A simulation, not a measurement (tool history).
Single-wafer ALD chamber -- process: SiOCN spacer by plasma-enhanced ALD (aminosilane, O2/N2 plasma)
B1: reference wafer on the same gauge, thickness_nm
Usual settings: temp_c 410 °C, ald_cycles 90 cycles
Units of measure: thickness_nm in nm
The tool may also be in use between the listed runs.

{"run": 1, "day": 0.0, "temp_c": 410, "ald_cycles": 90, "B1": 4.96, "thickness_nm": 4.956}
{"run": 2, "day": 0.971, "temp_c": 410, "ald_cycles": 90, "B1": 4.959, "thickness_nm": 4.963}
{"run": 3, "day": 1.667, "temp_c": 410, "ald_cycles": 90, "B1": 4.957, "thickness_nm": 4.978}
{"run": 4, "day": 2.721, "temp_c": 417, "ald_cycles": 90, "B1": 4.962, "thickness_nm": 4.854}
{"run": 5, "day": 3.458, "temp_c": 410, "ald_cycles": 90, "B1": 4.958, "thickness_nm": 4.948}
{"run": 6, "day": 4.604, "temp_c": 410, "ald_cycles": 90, "B1": 4.961, "thickness_nm": 4.984}
{"run": 7, "day": 5.412, "temp_c": 413, "ald_cycles": 90, "B1": 4.96, "thickness_nm": 4.909}
{"run": 8, "day": 6.442, "temp_c": 413, "ald_cycles": 90, "B1": 4.962, "thickness_nm": 4.917}
{"run": 9, "day": 10.483, "temp_c": 410, "ald_cycles": 90, "B1": 4.961, "thickness_nm": 4.937}
{"run": 10, "day": 11.029, "temp_c": 410, "ald_cycles": 90, "B1": 4.958, "thickness_nm": 4.977}
{"run": 11, "day": 12.192, "temp_c": 410, "ald_cycles": 90, "B1": 4.958, "thickness_nm": 4.959}
{"run": 12, "day": 13.304, "temp_c": 402, "ald_cycles": 90, "B1": 4.958, "thickness_nm": 5.097}
{"run": 13, "day": 14.796, "temp_c": 402, "ald_cycles": 90, "B1": 4.959, "thickness_nm": 5.053}
{"run": 14, "day": 15.442, "temp_c": 410, "ald_cycles": 90, "B1": 4.959, "thickness_nm": 4.928}
{"run": 15, "day": 16.808, "temp_c": 410, "ald_cycles": 90, "B1": 4.961, "thickness_nm": 4.947}
{"run": 16, "day": 18.125, "temp_c": 410, "ald_cycles": 90, "B1": 4.961, "thickness_nm": 4.951}
{"run": 17, "day": 19.588, "temp_c": 413, "ald_cycles": 81, "B1": 4.961, "thickness_nm": 4.411}
{"day": 19.692, "done": "gauge calibrated"}
{"run": 18, "day": 20.792, "temp_c": 413, "ald_cycles": 81, "B1": 4.958, "thickness_nm": 4.42}
{"run": 19, "day": 21.367, "temp_c": 421, "ald_cycles": 96, "B1": 4.961, "thickness_nm": 5.112}
{"run": 20, "day": 22.558, "temp_c": 421, "ald_cycles": 96, "B1": 4.958, "thickness_nm": 5.139}
{"run": 21, "day": 23.771, "temp_c": 421, "ald_cycles": 96, "B1": 4.96, "thickness_nm": 5.129}
{"run": 22, "day": 25.158, "temp_c": 410, "ald_cycles": 77, "B1": 4.963, "thickness_nm": 4.234}
{"run": 23, "day": 25.788, "temp_c": 410, "ald_cycles": 90, "B1": 4.958, "thickness_nm": 4.94}
{"run": 24, "day": 27.142, "temp_c": 399, "ald_cycles": 97, "B1": 4.96, "thickness_nm": 5.492}
{"run": 25, "day": 28.596, "temp_c": 410, "ald_cycles": 82, "B1": 4.96, "thickness_nm": 4.524}
{"run": 26, "day": 29.779, "temp_c": 419, "ald_cycles": 95, "B1": 4.96, "thickness_nm": 5.112}
{"run": 27, "day": 30.888, "temp_c": 406, "ald_cycles": 104, "B1": 4.96, "thickness_nm": 5.776}
{"run": 28, "day": 31.467, "temp_c": 410, "ald_cycles": 90, "B1": 4.962, "thickness_nm": 4.973}
{"run": 29, "day": 32.138, "temp_c": 410, "ald_cycles": 78, "B1": 4.958, "thickness_nm": 4.28}
{"run": 30, "day": 32.804, "temp_c": 395, "ald_cycles": 90, "B1": 4.958, "thickness_nm": 5.181}
{"run": 31, "day": 33.979, "temp_c": 404, "ald_cycles": 100, "B1": 4.961, "thickness_nm": 5.59}
{"run": 32, "day": 34.762, "temp_c": 410, "ald_cycles": 98, "B1": 4.959, "thickness_nm": 5.394}
{"run": 33, "day": 35.908, "temp_c": 410, "ald_cycles": 90, "B1": 4.958, "thickness_nm": 4.96}
{"run": 34, "day": 37.342, "temp_c": 410, "ald_cycles": 90, "B1": 4.958, "thickness_nm": 4.943}
{"run": 35, "day": 38.825, "temp_c": 410, "ald_cycles": 90, "B1": 4.96, "thickness_nm": 4.951}
{"day": 39.171, "done": "thermocouple changed; heater temperature recalibrated"}
{"run": 36, "day": 39.662, "temp_c": 410, "ald_cycles": 90, "B1": 4.959, "thickness_nm": 5.034}
{"run": 37, "day": 40.871, "temp_c": 410, "ald_cycles": 90, "B1": 4.961, "thickness_nm": 5.034}
{"run": 38, "day": 42.075, "temp_c": 401, "ald_cycles": 98, "B1": 4.962, "thickness_nm": 5.617}
{"run": 39, "day": 42.962, "temp_c": 410, "ald_cycles": 79, "B1": 4.962, "thickness_nm": 4.398}
{"run": 40, "day": 44.446, "temp_c": 423, "ald_cycles": 80, "B1": 4.96, "thickness_nm": 4.321}
{"run": 41, "day": 45.283, "temp_c": 410, "ald_cycles": 90, "B1": 4.962, "thickness_nm": 5.045}
{"run": 42, "day": 46.158, "temp_c": 404, "ald_cycles": 84, "B1": 4.959, "thickness_nm": 4.754}
{"run": 43, "day": 47.488, "temp_c": 421, "ald_cycles": 107, "B1": 4.962, "thickness_nm": 5.755}
{"run": 44, "day": 48.071, "temp_c": 410, "ald_cycles": 90, "B1": 4.96, "thickness_nm": 5.028}
{"day": 51.229, "done": "gauge calibrated"}
{"run": 45, "day": 51.783, "temp_c": 410, "ald_cycles": 76, "B1": 4.961, "thickness_nm": 4.2}

State the hidden condition of the tool at each of the runs:
gauge reads high (%): 0 at every run
H1: wafer temperature above the value expected at the setpoint (K)
run=1 H1=5.59
run=2 H1=5.62
run=3 H1=5.63
run=4 H1=5.66
run=5 H1=5.68
run=6 H1=5.71
run=7 H1=5.73
run=8 H1=5.75
run=9 H1=5.84
run=10 H1=5.85
run=11 H1=5.87
run=12 H1=5.9
run=13 H1=5.92
run=14 H1=5.93
run=15 H1=5.96
run=16 H1=5.98
run=17 H1=6
run=18 H1=6.02
run=19 H1=6.02
run=20 H1=6.04
run=21 H1=6.06
run=22 H1=6.07
run=23 H1=6.08
run=24 H1=6.1
run=25 H1=6.11
run=26 H1=6.13
run=27 H1=6.14
run=28 H1=6.14
run=29 H1=6.15
run=30 H1=6.16
run=31 H1=6.17
run=32 H1=6.18
run=33 H1=6.19
run=34 H1=6.2
run=35 H1=6.21
run=36 H1=0.418
run=37 H1=0.666
run=38 H1=0.902
run=39 H1=1.07
run=40 H1=1.34
run=41 H1=1.49
run=42 H1=1.64
run=43 H1=1.86
run=44 H1=1.95
run=45 H1=2.5

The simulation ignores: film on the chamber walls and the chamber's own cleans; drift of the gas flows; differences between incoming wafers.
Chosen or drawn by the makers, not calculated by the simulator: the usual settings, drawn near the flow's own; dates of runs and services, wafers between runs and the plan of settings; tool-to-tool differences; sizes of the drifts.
